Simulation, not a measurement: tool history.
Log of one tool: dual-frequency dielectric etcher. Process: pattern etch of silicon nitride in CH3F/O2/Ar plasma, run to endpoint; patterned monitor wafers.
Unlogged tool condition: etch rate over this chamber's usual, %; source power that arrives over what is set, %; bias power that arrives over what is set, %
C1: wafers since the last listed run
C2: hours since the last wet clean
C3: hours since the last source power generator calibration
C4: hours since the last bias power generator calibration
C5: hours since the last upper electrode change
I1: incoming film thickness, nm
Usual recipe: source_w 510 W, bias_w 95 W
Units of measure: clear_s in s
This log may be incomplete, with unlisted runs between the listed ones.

{"run": 1, "hour": 0.0, "source_w": 510, "bias_w": 80, "C1": 0, "C2": 646.8, "C3": 1965.4, "C4": 1041, "C5": 2729.6, "I1": 34.22, "clear_s": 42}
{"hour": 67.4, "done": "wet clean of the chamber"}
{"run": 2, "hour": 67.9, "source_w": 510, "bias_w": 80, "C1": 397, "C2": 0.5, "C3": 2033.3, "C4": 1108.9, "C5": 2797.5, "I1": 33.42, "clear_s": 40.1}
{"run": 3, "hour": 125.9, "source_w": 510, "bias_w": 80, "C1": 525, "C2": 58.5, "C3": 2091.3, "C4": 1166.9, "C5": 2855.5, "I1": 34.07, "clear_s": 41}
{"run": 4, "hour": 162.4, "source_w": 510, "bias_w": 95, "C1": 330, "C2": 95, "C3": 2127.8, "C4": 1203.4, "C5": 2892, "I1": 34.09, "clear_s": 38.3}
{"run": 5, "hour": 224.4, "source_w": 510, "bias_w": 95, "C1": 561, "C2": 157, "C3": 2189.8, "C4": 1265.4, "C5": 2954, "I1": 33.92, "clear_s": 38.4}
{"run": 6, "hour": 485.0, "source_w": 510, "bias_w": 95, "C1": 2360, "C2": 417.6, "C3": 2450.4, "C4": 1526, "C5": 3214.6, "I1": 33.79, "clear_s": 38.5}
{"run": 7, "hour": 565.8, "source_w": 510, "bias_w": 102, "C1": 731, "C2": 498.4, "C3": 2531.2, "C4": 1606.8, "C5": 3295.4, "I1": 33.96, "clear_s": 37.5}
{"hour": 647.3, "done": "source power generator calibrated"}
{"run": 8, "hour": 660.9, "source_w": 430, "bias_w": 95, "C1": 825, "C2": 593.5, "C3": 13.6, "C4": 1701.9, "C5": 3390.5, "I1": 33.71, "clear_s": 42.4}
{"hour": 725.2, "done": "wet clean of the chamber"}
{"run": 9, "hour": 728.0, "source_w": 430, "bias_w": 95, "C1": 390, "C2": 2.8, "C3": 80.7, "C4": 1769, "C5": 3457.6, "I1": 33.9, "clear_s": 44.2}
{"run": 10, "hour": 782.8, "source_w": 510, "bias_w": 95, "C1": 496, "C2": 57.6, "C3": 135.5, "C4": 1823.8, "C5": 3512.4, "I1": 33.68, "clear_s": 39.9}
{"run": 11, "hour": 823.1, "source_w": 640, "bias_w": 115, "C1": 365, "C2": 97.9, "C3": 175.8, "C4": 1864.1, "C5": 3552.7, "I1": 34.11, "clear_s": 32.9}
{"run": 12, "hour": 877.5, "source_w": 510, "bias_w": 95, "C1": 492, "C2": 152.3, "C3": 230.2, "C4": 1918.5, "C5": 3607.1, "I1": 33.56, "clear_s": 39.4}
{"run": 13, "hour": 924.7, "source_w": 510, "bias_w": 95, "C1": 427, "C2": 199.5, "C3": 277.4, "C4": 1965.7, "C5": 3654.3, "I1": 33.98, "clear_s": 40.3}
{"run": 14, "hour": 999.6, "source_w": 510, "bias_w": 95, "C1": 678, "C2": 274.4, "C3": 352.3, "C4": 2040.6, "C5": 3729.2, "I1": 33.97, "clear_s": 40}
{"hour": 1061.0, "done": "wet clean of the chamber, repeated, since the last time left the tool worse"}
{"run": 15, "hour": 1075.7, "source_w": 430, "bias_w": 84, "C1": 471, "C2": 14.7, "C3": 428.4, "C4": 2116.7, "C5": 3805.3, "I1": 33.89, "clear_s": 44}
{"run": 16, "hour": 1145.5, "source_w": 440, "bias_w": 95, "C1": 632, "C2": 84.5, "C3": 498.2, "C4": 2186.5, "C5": 3875.1, "I1": 34.16, "clear_s": 41.4}
{"hour": 1227.7, "done": "upper electrode replaced"}
{"run": 17, "hour": 1244.2, "source_w": 460, "bias_w": 82, "C1": 676, "C2": 183.2, "C3": 596.9, "C4": 2285.2, "C5": 16.5, "I1": 34.23, "clear_s": 44.2}
{"hour": 1249.6, "done": "bias power generator calibrated"}
{"run": 18, "hour": 1282.2, "source_w": 390, "bias_w": 80, "C1": 307, "C2": 221.2, "C3": 634.9, "C4": 32.6, "C5": 54.5, "I1": 33.92, "clear_s": 48.6}
{"run": 19, "hour": 1383.5, "source_w": 400, "bias_w": 106, "C1": 917, "C2": 322.5, "C3": 736.2, "C4": 133.9, "C5": 155.8, "I1": 33.79, "clear_s": 42.2}
{"run": 20, "hour": 1471.6, "source_w": 580, "bias_w": 81, "C1": 798, "C2": 410.6, "C3": 824.3, "C4": 222, "C5": 243.9, "I1": 34.38, "clear_s": 38.3}
{"run": 21, "hour": 1579.5, "source_w": 570, "bias_w": 80, "C1": 977, "C2": 518.5, "C3": 932.2, "C4": 329.9, "C5": 351.8, "I1": 33.69, "clear_s": 38.9}

Below, each run's measurement less what the same run would have read without the hidden state. Both values contain the same run-to-run variation, but the gauge's scatter may not be the same in both:
run=1 clear_s=+1.1
run=2 clear_s=+0
run=3 clear_s=+0
run=4 clear_s=+0.1
run=5 clear_s=+0.3
run=6 clear_s=+0.8
run=7 clear_s=+0.9
run=8 clear_s=+1.2
run=9 clear_s=+2.3
run=10 clear_s=+2.2
run=11 clear_s=+1.9
run=12 clear_s=+2.3
run=13 clear_s=+2.5
run=14 clear_s=+2.6
run=15 clear_s=+0
run=16 clear_s=+0.1
run=17 clear_s=+0.4
run=18 clear_s=+0.4
run=19 clear_s=+0.6
run=20 clear_s=+0.7
run=21 clear_s=+0.9
